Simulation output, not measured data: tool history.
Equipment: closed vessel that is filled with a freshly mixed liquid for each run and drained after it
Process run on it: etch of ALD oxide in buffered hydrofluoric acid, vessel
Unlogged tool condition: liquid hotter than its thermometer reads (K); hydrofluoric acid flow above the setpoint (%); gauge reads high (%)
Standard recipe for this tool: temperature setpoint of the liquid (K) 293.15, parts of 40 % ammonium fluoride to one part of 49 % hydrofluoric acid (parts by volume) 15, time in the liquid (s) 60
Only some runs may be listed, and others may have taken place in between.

| run | day | temperature setpoint of the liquid (K) | parts of 40 % ammonium fluoride to one part of 49 % hydrofluoric acid (parts by volume) | time in the liquid (s) | wafers since the last listed run | hours since the thermometer was replaced | hours since the hydrofluoric acid flow meter was replaced | hours since the gauge calibration | read-back film thickness of the ALD oxide reference wafer, read on the same gauge (nm) | thickness taken off the ALD oxide on a monitor wafer (nm) |
|---|---|---|---|---|---|---|---|---|---|---|
| 1 | 0 | 295.15 | 15 | 60 | 0 | 2152.8 | 530.5 | 38.3 | 150.01 | 108.14 |
| 2 | 0.788 | 293.15 | 17.5 | 60 | 2360 | 2171.7 | 549.4 | 57.2 | 150.02 | 83.79 |
| 3 | 1.467 | 293.15 | 17.5 | 60 | 2035 | 2188 | 565.7 | 73.5 | 149.99 | 83.15 |
| 4 | 2.396 | 293.15 | 13.5 | 75 | 2784 | 2210.3 | 588 | 95.8 | 150.01 | 134.27 |
| 5 | 3.321 | 293.15 | 15 | 45 | 2772 | 2232.5 | 610.2 | 118 | 150 | 72.84 |
| 6 | 4.275 | 293.15 | 15 | 45 | 2859 | 2255.4 | 633.1 | 140.9 | 149.99 | 72.84 |
| 7 | 5.246 | 296.15 | 15 | 75 | 2909 | 2278.7 | 656.4 | 164.2 | 149.97 | 143.82 |
|  | 6.283 | thermometer replaced |
| 8 | 8.188 | 293.15 | 15 | 60 | 8691 | 45.7 | 727 | 234.8 | 150.01 | 92.91 |
| 9 | 11.133 | 293.15 | 15 | 60 | 8828 | 116.4 | 797.7 | 305.5 | 150.01 | 93.32 |
| 10 | 12.604 | 293.15 | 15 | 60 | 4408 | 151.7 | 833 | 340.8 | 150.03 | 92.57 |
| 11 | 13.471 | 293.15 | 12 | 60 | 2597 | 172.5 | 853.8 | 361.6 | 150.01 | 116.01 |
| 12 | 14.442 | 293.15 | 15 | 60 | 2909 | 195.8 | 877.1 | 384.9 | 149.99 | 93.1 |
|  | 15.021 | hydrofluoric acid flow meter replaced |
| 13 | 15.421 | 293.15 | 15 | 50 | 2809 | 219.3 | 9.6 | 408.4 | 149.99 | 76.6 |
| 14 | 16.442 | 293.15 | 9.5 | 45 | 3059 | 243.8 | 34.1 | 432.9 | 149.99 | 105.69 |
| 15 | 17.125 | 293.15 | 15 | 60 | 2047 | 260.2 | 50.5 | 449.3 | 150.03 | 92.07 |
| 16 | 18.412 | 290.15 | 20.5 | 40 | 3858 | 291.1 | 81.4 | 480.2 | 150 | 38.3 |
| 17 | 19.246 | 291.15 | 15 | 40 | 2497 | 311.1 | 101.4 | 500.2 | 150 | 54.84 |
| 18 | 20.429 | 293.15 | 15 | 80 | 3546 | 339.5 | 129.8 | 528.6 | 149.99 | 122.35 |
| 19 | 21.662 | 293.15 | 12 | 60 | 3696 | 369.1 | 159.4 | 558.2 | 149.99 | 115.54 |
| 20 | 22.862 | 293.15 | 15 | 60 | 3596 | 397.9 | 188.2 | 587 | 149.99 | 92.79 |
| 21 | 23.638 | 290.15 | 15 | 90 | 2322 | 416.5 | 206.8 | 605.6 | 150.02 | 116.47 |
| 22 | 24.558 | 293.15 | 11 | 35 | 2759 | 438.6 | 228.9 | 627.7 | 149.99 | 72.92 |
| 23 | 25.462 | 296.15 | 18 | 30 | 2709 | 460.3 | 250.6 | 649.4 | 150.01 | 45.64 |
|  | 26.204 | gauge calibrated |
| 24 | 26.704 | 294.65 | 17 | 35 | 3721 | 490.1 | 280.4 | 12 | 149.98 | 51.97 |
| 25 | 27.246 | 293.15 | 18 | 80 | 1623 | 503.1 | 293.4 | 25 | 150 | 103.65 |
| 26 | 28.183 | 293.15 | 17 | 60 | 2809 | 525.6 | 315.9 | 47.5 | 150 | 82.06 |
| 27 | 28.958 | 293.15 | 15 | 60 | 2322 | 544.2 | 334.5 | 66.1 | 150 | 92.77 |
| 28 | 30.404 | 293.15 | 19 | 95 | 4333 | 578.9 | 369.2 | 100.8 | 149.99 | 116.96 |
| 29 | 31.779 | 293.15 | 15 | 60 | 4120 | 611.9 | 402.2 | 133.8 | 150 | 93.2 |
| 30 | 32.988 | 293.15 | 15 | 60 | 3621 | 640.9 | 431.2 | 162.8 | 149.99 | 93.4 |
| 31 | 33.575 | 293.15 | 15 | 60 | 1760 | 655 | 445.3 | 176.9 | 150.01 | 93.14 |
| 32 | 34.408 | 297.65 | 13.5 | 40 | 2497 | 675 | 465.3 | 196.9 | 150.01 | 88.95 |
| 33 | 35.55 | 293.15 | 15 | 60 | 3421 | 702.4 | 492.7 | 224.3 | 149.98 | 93.76 |

Entry by entry between the runs, the difference in hidden state between the last listed run before and the first listed run after:
In the gap between runs 7 and 8: thermometer replaced (day 6.283)
  liquid hotter than its thermometer reads (K): 1.01 -> 0.0889; hydrofluoric acid flow above the setpoint (%): 1.41 -> 1.55
  what was measured, less what the result would be without the hidden state, thickness taken off the ALD oxide on a monitor wafer (nm): +9.61 -> +1.85
In the gap between runs 12 and 13: hydrofluoric acid flow meter replaced (day 15.021)
  liquid hotter than its thermometer reads (K): 0.15 -> 0.159; hydrofluoric acid flow above the setpoint (%): 1.85 -> 0.128
  what was measured, less what the result would be without the hidden state, thickness taken off the ALD oxide on a monitor wafer (nm): +2.43 -> +0.78
In the gap between runs 23 and 24: gauge calibrated (day 26.204)
  liquid hotter than its thermometer reads (K): 0.257 -> 0.269; hydrofluoric acid flow above the setpoint (%): 0.601 -> 0.659
  what was measured, less what the result would be without the hidden state, thickness taken off the ALD oxide on a monitor wafer (nm): +0.91 -> +1.1
